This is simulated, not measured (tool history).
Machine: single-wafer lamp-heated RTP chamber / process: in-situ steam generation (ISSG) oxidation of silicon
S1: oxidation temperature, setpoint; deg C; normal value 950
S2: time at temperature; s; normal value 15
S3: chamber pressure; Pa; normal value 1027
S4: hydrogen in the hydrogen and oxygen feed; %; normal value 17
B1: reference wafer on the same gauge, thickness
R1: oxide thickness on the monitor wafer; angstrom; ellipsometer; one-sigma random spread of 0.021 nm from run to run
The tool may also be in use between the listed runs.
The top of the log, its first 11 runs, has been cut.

run 12 hour=701.5 | S1=950 S2=17 S3=1027 S4=17 | B1=3.679 | R1=37.86
run 13 hour=735.4 | S1=950 S2=15 S3=1200 S4=17 | B1=3.683 | R1=36.04
run 14 hour=776.3 | S1=939 S2=15 S3=920 S4=17 | B1=3.681 | R1=34.83
run 15 hour=859.7 | S1=950 S2=15 S3=1027 S4=17 | B1=3.682 | R1=35.87
run 16 hour=893.8 | S1=950 S2=15 S3=1027 S4=27 | B1=3.683 | R1=40.88
run 17 hour=923.4 | S1=968 S2=13 S3=920 S4=11 | B1=3.689 | R1=32.3
-- hour=995.8 pyrometer window cleaned and pyrometer calibrated
run 18 hour=996.3 | S1=950 S2=12 S3=1027 S4=11 | B1=3.681 | R1=30.07
run 19 hour=1021.9 | S1=930 S2=19 S3=1027 S4=12 | B1=3.678 | R1=34.85
run 20 hour=1085.1 | S1=962 S2=18 S3=1120 S4=20 | B1=3.68 | R1=41.82
run 21 hour=1153.6 | S1=950 S2=15 S3=1027 S4=25 | B1=3.684 | R1=39.58
run 22 hour=1213.6 | S1=950 S2=12 S3=1027 S4=11 | B1=3.682 | R1=29.83
run 23 hour=1249.1 | S1=934 S2=18 S3=920 S4=11 | B1=3.678 | R1=33.68
run 24 hour=1301.3 | S1=950 S2=15 S3=1027 S4=17 | B1=3.687 | R1=36.07
run 25 hour=1371.5 | S1=950 S2=15 S3=1027 S4=11 | B1=3.677 | R1=33.28
-- hour=1421.4 pyrometer window cleaned and pyrometer calibrated
run 26 hour=1421.9 | S1=950 S2=15 S3=1027 S4=17 | B1=3.676 | R1=36.45
run 27 hour=1472.8 | S1=950 S2=10 S3=1093 S4=14 | B1=3.688 | R1=29.58
run 28 hour=1531.9 | S1=950 S2=15 S3=1027 S4=17 | B1=3.683 | R1=36.54
run 29 hour=1557.3 | S1=958 S2=15 S3=1027 S4=17 | B1=3.68 | R1=36.99
run 30 hour=1600.6 | S1=950 S2=15 S3=1027 S4=17 | B1=3.69 | R1=36.33

Estimate the outcome of run 31 from the log above:
run 31 hour=1633.4 | S1=944 S2=19 S3=1027 S4=17 | B1=? | R1=?

{"run 31": {"B1": 3.676, "R1": 38.69}}
With no hidden state in the tool, this same run would have given R1 38.69 angstrom.

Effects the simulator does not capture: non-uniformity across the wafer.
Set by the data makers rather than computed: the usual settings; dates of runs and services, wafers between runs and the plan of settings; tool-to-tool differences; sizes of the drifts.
